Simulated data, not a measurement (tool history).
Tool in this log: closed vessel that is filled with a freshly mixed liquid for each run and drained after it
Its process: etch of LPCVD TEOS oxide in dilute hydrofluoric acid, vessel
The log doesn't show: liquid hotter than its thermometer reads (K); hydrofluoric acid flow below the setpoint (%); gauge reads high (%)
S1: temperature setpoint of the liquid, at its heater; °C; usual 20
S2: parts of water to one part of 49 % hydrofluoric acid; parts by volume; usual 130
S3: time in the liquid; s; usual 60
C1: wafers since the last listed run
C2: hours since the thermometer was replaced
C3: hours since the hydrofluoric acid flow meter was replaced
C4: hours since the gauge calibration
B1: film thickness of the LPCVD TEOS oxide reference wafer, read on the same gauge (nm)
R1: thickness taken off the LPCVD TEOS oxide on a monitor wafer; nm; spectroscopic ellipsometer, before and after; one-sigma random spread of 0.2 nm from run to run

run,hour,S1,S2,S3,C1,C2,C3,C4,B1,R1
1,0,20,130,60,0,2377.6,374.4,1353.1,113.05,19.15
2,65.5,20,130,60,7105,2443.1,439.9,1418.6,112.53,19.11
3,127.1,23.5,130,50,6682,2504.7,501.5,1480.2,112.05,18.07
4,178.4,23.5,130,50,5565,2556,552.8,1531.5,111.59,18.11
5,239.3,18,130,60,6606,2616.9,613.7,1592.4,111.07,17.39
6,269,18,130,60,3222,2646.6,643.4,1622.1,110.79,17.48
# hour 279.2: hydrofluoric acid flow meter replaced
7,339.1,18,130,60,7496,2716.7,59.9,1692.2,110.14,17.32
# hour 382.5: gauge calibrated
8,382.7,20,130,60,4730,2760.3,103.5,0.2,121.02,20.61
9,424.8,20,130,60,4567,2802.4,145.6,42.3,121.01,20.83
10,456,20,130,60,3384,2833.6,176.8,73.5,121.02,20.7
# hour 469.1: thermometer replaced
11,496.7,20,130,60,4306,27.6,217.5,114.2,120.96,20.36
12,531.6,22,130,85,3786,62.5,252.4,149.1,120.91,31.52
13,569.3,24.5,130,60,4089,100.2,290.1,186.8,120.9,24.42
14,621.4,22.5,130,60,5652,152.3,342.2,238.9,120.86,22.48
15,658,20,130,60,3970,188.9,378.8,275.5,120.79,20.51
16,682.9,17.5,190,35,2701,213.8,403.7,300.4,120.76,6.94
17,711.3,20,130,90,3081,242.2,432.1,328.8,120.72,30.55
18,770.6,20,130,60,6433,301.5,491.4,388.1,120.59,20.44
# hour 792.8: hydrofluoric acid flow meter replaced
19,819.8,20,130,60,5229,350.7,27,437.3,120.46,20.67
20,870.3,17,185,40,5478,401.2,77.5,487.8,120.31,8.15
21,907,17,130,85,3981,437.9,114.2,524.5,120.23,25.39
22,957.1,24,85,80,5435,488,164.3,574.6,120.07,50.93
23,982.6,20,130,60,2766,513.5,189.8,600.1,119.99,20.39
24,1042.9,22.5,130,30,6541,573.8,250.1,660.4,119.78,11.26
25,1113.5,20,130,60,7659,644.4,320.7,731,119.5,20.11
26,1138.5,17,130,40,2712,669.4,345.7,756,119.4,12
27,1197,17,75,30,6346,727.9,404.2,814.5,119.13,16.44
28,1365.3,20,130,60,18258,896.2,572.5,982.8,118.28,20.4
29,1420.1,22.5,160,30,5945,951,627.3,1037.6,117.98,8.89
# hour 1435.1: hydrofluoric acid flow meter replaced
30,1466.5,17,130,60,4925,997.4,31.4,1084,117.67,17.44
31,1521.1,20,130,60,5923,1052,86,1138.6,117.34,19.89
32,1579.8,20,130,60,6368,1110.7,144.7,1197.3,116.96,19.89
33,1635.8,20,175,35,6075,1166.7,200.7,1253.3,116.6,8.21

4 options for the next run, each taken on its own from the tool as it stands now. Forecast them:
A,1636.5,20,130,60,75,1167.4,201.4,1254,?,?
B,1636.5,23,165,50,75,1167.4,201.4,1254,?,?
C,1636.5,24,100,45,75,1167.4,201.4,1254,?,?
D,1636.5,20,145,60,75,1167.4,201.4,1254,?,?

run,B1,R1
A,116.58,20.08
B,116.58,14.28
C,116.58,23.77
D,116.58,17.72
Stripped of hidden state, with their random variation kept, the same runs would have yielded:
run,R1
A,20.67
B,14.7
C,24.47
D,18.24
